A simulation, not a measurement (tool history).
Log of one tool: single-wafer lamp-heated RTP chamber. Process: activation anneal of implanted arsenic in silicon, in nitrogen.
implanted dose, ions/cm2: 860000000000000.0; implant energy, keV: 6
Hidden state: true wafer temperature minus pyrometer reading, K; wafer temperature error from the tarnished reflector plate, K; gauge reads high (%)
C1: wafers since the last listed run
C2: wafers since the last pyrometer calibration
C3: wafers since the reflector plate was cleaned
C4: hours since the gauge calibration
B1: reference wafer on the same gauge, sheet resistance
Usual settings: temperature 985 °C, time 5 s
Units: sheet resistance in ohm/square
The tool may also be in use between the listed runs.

{"run": 1, "hour": 0.0, "temperature": 985, "time": 5, "C1": 0, "C2": 7211, "C3": 7211, "C4": 2311.9, "B1": 203.02, "sheet resistance": 221.43}
{"run": 2, "hour": 54.9, "temperature": 970, "time": 5, "C1": 1315, "C2": 8526, "C3": 8526, "C4": 2366.8, "B1": 203.09, "sheet resistance": 234.82}
{"run": 3, "hour": 95.0, "temperature": 970, "time": 5, "C1": 960, "C2": 9487, "C3": 9487, "C4": 2406.9, "B1": 203.17, "sheet resistance": 234.64}
{"run": 4, "hour": 158.4, "temperature": 985, "time": 5, "C1": 1518, "C2": 11005, "C3": 11005, "C4": 2470.3, "B1": 202.95, "sheet resistance": 220.57}
{"run": 5, "hour": 208.4, "temperature": 985, "time": 5, "C1": 1197, "C2": 12203, "C3": 12203, "C4": 2520.3, "B1": 203.01, "sheet resistance": 220.62}
{"run": 6, "hour": 263.9, "temperature": 985, "time": 5, "C1": 1329, "C2": 13532, "C3": 13532, "C4": 2575.8, "B1": 203.01, "sheet resistance": 219.89}
{"run": 7, "hour": 307.9, "temperature": 985, "time": 5, "C1": 1053, "C2": 14586, "C3": 14586, "C4": 2619.8, "B1": 202.71, "sheet resistance": 219.64}
{"run": 8, "hour": 354.1, "temperature": 996, "time": 7, "C1": 1106, "C2": 15693, "C3": 15693, "C4": 2666, "B1": 202.8, "sheet resistance": 200.73}
{"hour": 393.5, "done": "reflector plate cleaned"}
{"run": 9, "hour": 409.6, "temperature": 996, "time": 7, "C1": 1137, "C2": 16831, "C3": 386, "C4": 2721.5, "B1": 203.11, "sheet resistance": 199.62}
{"hour": 490.1, "done": "pyrometer window cleaned and pyrometer calibrated"}
{"run": 10, "hour": 502.5, "temperature": 985, "time": 5, "C1": 2033, "C2": 297, "C3": 2420, "C4": 2814.4, "B1": 203.06, "sheet resistance": 222.97}
{"run": 11, "hour": 585.0, "temperature": 985, "time": 5, "C1": 1976, "C2": 2273, "C3": 4396, "C4": 2896.9, "B1": 202.98, "sheet resistance": 224.46}
{"run": 12, "hour": 665.3, "temperature": 985, "time": 8, "C1": 1923, "C2": 4196, "C3": 6320, "C4": 2977.2, "B1": 202.82, "sheet resistance": 211.21}
{"hour": 673.5, "done": "gauge calibrated"}
{"run": 13, "hour": 710.4, "temperature": 985, "time": 3, "C1": 1080, "C2": 5277, "C3": 7400, "C4": 36.9, "B1": 203.04, "sheet resistance": 238.04}
{"run": 14, "hour": 756.7, "temperature": 1011, "time": 4, "C1": 1109, "C2": 6386, "C3": 8509, "C4": 83.2, "B1": 202.67, "sheet resistance": 206.6}
{"run": 15, "hour": 861.1, "temperature": 1005, "time": 3, "C1": 2500, "C2": 8887, "C3": 11010, "C4": 187.6, "B1": 203.19, "sheet resistance": 219.87}
{"run": 16, "hour": 922.8, "temperature": 985, "time": 5, "C1": 1477, "C2": 10365, "C3": 12488, "C4": 249.3, "B1": 203.37, "sheet resistance": 222.2}
{"run": 17, "hour": 1016.5, "temperature": 985, "time": 5, "C1": 2244, "C2": 12609, "C3": 14733, "C4": 343, "B1": 202.79, "sheet resistance": 221.28}
{"run": 18, "hour": 1061.5, "temperature": 1009, "time": 7, "C1": 1077, "C2": 13687, "C3": 15811, "C4": 388, "B1": 202.94, "sheet resistance": 191.65}
{"hour": 1149.8, "done": "reflector plate cleaned"}
{"hour": 1278.8, "done": "pyrometer window cleaned and pyrometer calibrated"}
{"run": 19, "hour": 1385.0, "temperature": 975, "time": 3, "C1": 7365, "C2": 2544, "C3": 5443, "C4": 711.5, "B1": 203.14, "sheet resistance": 243.07}
{"run": 20, "hour": 1482.0, "temperature": 975, "time": 5, "C1": 2323, "C2": 4868, "C3": 7767, "C4": 808.5, "B1": 203, "sheet resistance": 232.85}
{"run": 21, "hour": 1539.6, "temperature": 995, "time": 6, "C1": 1379, "C2": 6247, "C3": 9146, "C4": 866.1, "B1": 203.1, "sheet resistance": 209.63}
{"run": 22, "hour": 1616.8, "temperature": 1011, "time": 8, "C1": 1849, "C2": 8097, "C3": 10996, "C4": 943.3, "B1": 202.93, "sheet resistance": 187.5}
{"run": 23, "hour": 1706.7, "temperature": 994, "time": 5, "C1": 2153, "C2": 10250, "C3": 13149, "C4": 1033.2, "B1": 203.08, "sheet resistance": 214.25}
{"hour": 1742.3, "done": "reflector plate cleaned"}
{"run": 24, "hour": 1798.5, "temperature": 997, "time": 7, "C1": 2007, "C2": 12258, "C3": 1346, "C4": 1125, "B1": 203.01, "sheet resistance": 203.11}
{"run": 25, "hour": 1860.3, "temperature": 985, "time": 5, "C1": 1480, "C2": 13738, "C3": 2826, "C4": 1186.8, "B1": 202.95, "sheet resistance": 221.06}
{"run": 26, "hour": 1953.6, "temperature": 985, "time": 5, "C1": 2234, "C2": 15973, "C3": 5061, "C4": 1280.1, "B1": 203.09, "sheet resistance": 219.15}
{"hour": 1984.6, "done": "pyrometer window cleaned and pyrometer calibrated"}
{"run": 27, "hour": 2054.7, "temperature": 970, "time": 5, "C1": 2230, "C2": 1678, "C3": 7291, "C4": 1381.2, "B1": 203.14, "sheet resistance": 237.8}
{"run": 28, "hour": 2096.1, "temperature": 985, "time": 5, "C1": 991, "C2": 2669, "C3": 8283, "C4": 1422.6, "B1": 203.2, "sheet resistance": 223.31}
{"run": 29, "hour": 2136.5, "temperature": 1000, "time": 4, "C1": 967, "C2": 3637, "C3": 9251, "C4": 1463, "B1": 202.97, "sheet resistance": 217}
{"run": 30, "hour": 2172.9, "temperature": 997, "time": 5, "C1": 871, "C2": 4509, "C3": 10123, "C4": 1499.4, "B1": 203.15, "sheet resistance": 212.83}
{"run": 31, "hour": 2226.0, "temperature": 985, "time": 5, "C1": 1271, "C2": 5781, "C3": 11395, "C4": 1552.5, "B1": 203.15, "sheet resistance": 222.73}
{"run": 32, "hour": 2331.0, "temperature": 959, "time": 3, "C1": 2515, "C2": 8296, "C3": 13910, "C4": 1657.5, "B1": 203.11, "sheet resistance": 257.64}
{"hour": 2403.2, "done": "reflector plate cleaned"}
{"run": 33, "hour": 2404.7, "temperature": 985, "time": 5, "C1": 1573, "C2": 9870, "C3": 36, "C4": 1731.2, "B1": 202.77, "sheet resistance": 222.41}
{"run": 34, "hour": 2496.9, "temperature": 985, "time": 5, "C1": 2208, "C2": 12079, "C3": 2245, "C4": 1823.4, "B1": 202.81, "sheet resistance": 222.77}
{"run": 35, "hour": 2535.4, "temperature": 995, "time": 5, "C1": 922, "C2": 13001, "C3": 3167, "C4": 1861.9, "B1": 203.06, "sheet resistance": 213.69}
{"run": 36, "hour": 2587.8, "temperature": 985, "time": 5, "C1": 1255, "C2": 14256, "C3": 4422, "C4": 1914.3, "B1": 202.88, "sheet resistance": 221.47}

The same runs without the tool's hidden state, with the same run-to-run variation:
run=1 sheet_resistance=223.32
run=2 sheet_resistance=237.09
run=3 sheet_resistance=237.19
run=4 sheet_resistance=223.5
run=5 sheet_resistance=223.97
run=6 sheet_resistance=223.74
run=7 sheet_resistance=223.94
run=8 sheet_resistance=205.29
run=9 sheet_resistance=204.78
run=10 sheet_resistance=223.44
run=11 sheet_resistance=225.01
run=12 sheet_resistance=211.96
run=13 sheet_resistance=238.88
run=14 sheet_resistance=207.53
run=15 sheet_resistance=221.3
run=16 sheet_resistance=224.29
run=17 sheet_resistance=224.13
run=18 sheet_resistance=194.67
run=19 sheet_resistance=243.42
run=20 sheet_resistance=233.51
run=21 sheet_resistance=210.45
run=22 sheet_resistance=188.67
run=23 sheet_resistance=216
run=24 sheet_resistance=205.58
run=25 sheet_resistance=224.25
run=26 sheet_resistance=223.32
run=27 sheet_resistance=238.03
run=28 sheet_resistance=223.6
run=29 sheet_resistance=217.34
run=30 sheet_resistance=213.27
run=31 sheet_resistance=223.41
run=32 sheet_resistance=258.63
run=33 sheet_resistance=224.12
run=34 sheet_resistance=225.22
run=35 sheet_resistance=216.31
run=36 sheet_resistance=224.79
